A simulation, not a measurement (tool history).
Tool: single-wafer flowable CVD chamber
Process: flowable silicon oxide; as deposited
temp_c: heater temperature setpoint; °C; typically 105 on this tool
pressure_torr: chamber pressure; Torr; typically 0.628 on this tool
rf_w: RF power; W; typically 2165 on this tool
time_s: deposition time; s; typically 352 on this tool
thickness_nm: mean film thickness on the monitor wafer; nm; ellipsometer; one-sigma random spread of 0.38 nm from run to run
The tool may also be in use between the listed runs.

| run | hour | temp_c | pressure_torr | rf_w | time_s | read-back reference wafer on the same gauge, thickness_nm | thickness_nm |
|---|---|---|---|---|---|---|---|
| 1 | 0 | 105 | 0.628 | 2165 | 352 | 119.028 | 136.397 |
| 2 | 14.8 | 105 | 0.628 | 2165 | 352 | 118.984 | 135.551 |
| 3 | 39.4 | 105 | 0.628 | 2165 | 352 | 118.979 | 136.124 |
| 4 | 60.2 | 105 | 0.628 | 2165 | 352 | 118.924 | 136.142 |
| 5 | 88.4 | 105 | 0.628 | 2165 | 352 | 118.921 | 135.783 |
| 6 | 109.5 | 105 | 0.628 | 2165 | 352 | 118.895 | 135.553 |
| 7 | 136.4 | 105 | 0.628 | 2165 | 352 | 118.908 | 135.195 |
|  | 137.7 | gauge calibrated |
| 8 | 149.8 | 105 | 0.628 | 2395 | 352 | 119.069 | 137.397 |
| 9 | 181.8 | 105 | 0.628 | 2395 | 352 | 118.963 | 138.33 |
| 10 | 195.1 | 105 | 0.541 | 2165 | 352 | 119.106 | 116.162 |
|  | 206.6 | thermocouple changed; heater temperature recalibrated |
| 11 | 229.6 | 105 | 0.507 | 2165 | 385 | 118.96 | 127.284 |
|  | 252.2 | capacitance manometer re-zeroed and calibrated |
| 12 | 254.5 | 105 | 0.628 | 2165 | 352 | 119.051 | 132.422 |
| 13 | 268 | 105 | 0.768 | 2165 | 313 | 119.082 | 144.394 |
|  | 282.6 | showerhead replaced |
| 14 | 290.9 | 99 | 0.671 | 1915 | 390 | 119.072 | 180.967 |
| 15 | 309.8 | 105 | 0.628 | 2455 | 352 | 118.979 | 135.639 |
| 16 | 336.8 | 114 | 0.473 | 2050 | 352 | 119.004 | 77.042 |
|  | 357.2 | RF generator calibrated |
| 17 | 357.7 | 105 | 0.628 | 2165 | 352 | 118.956 | 131.792 |
| 18 | 387.3 | 97 | 0.628 | 2165 | 352 | 119.127 | 168.043 |
| 19 | 402.6 | 94 | 0.588 | 2165 | 324 | 119.148 | 157.039 |
| 20 | 437.5 | 120 | 0.628 | 2165 | 352 | 119.115 | 87.099 |
| 21 | 455.5 | 105 | 0.628 | 2165 | 352 | 118.934 | 132.344 |

Predict each of these 5 candidate next runs independently; none follows another, all start after run 21:
| A | 456 | 105 | 0.628 | 2165 | 352 | ? | ? |
| B | 456 | 116 | 0.539 | 2165 | 352 | ? | ? |
| C | 456 | 105 | 0.628 | 2165 | 419 | ? | ? |
| D | 456 | 105 | 0.742 | 1855 | 352 | ? | ? |
| E | 456 | 105 | 0.628 | 2165 | 286 | ? | ? |

| run | read-back reference wafer on the same gauge, thickness_nm | thickness_nm |
|---|---|---|
| A | 118.953 | 132.79 |
| B | 118.953 | 83.551 |
| C | 118.953 | 158.066 |
| D | 118.953 | 150.984 |
| E | 118.953 | 107.892 |
Without the tool's unlogged condition, the same runs would have read:
| run | thickness_nm |
|---|---|
| A | 132.202 |
| B | 83.134 |
| C | 157.365 |
| D | 150.315 |
| E | 107.414 |
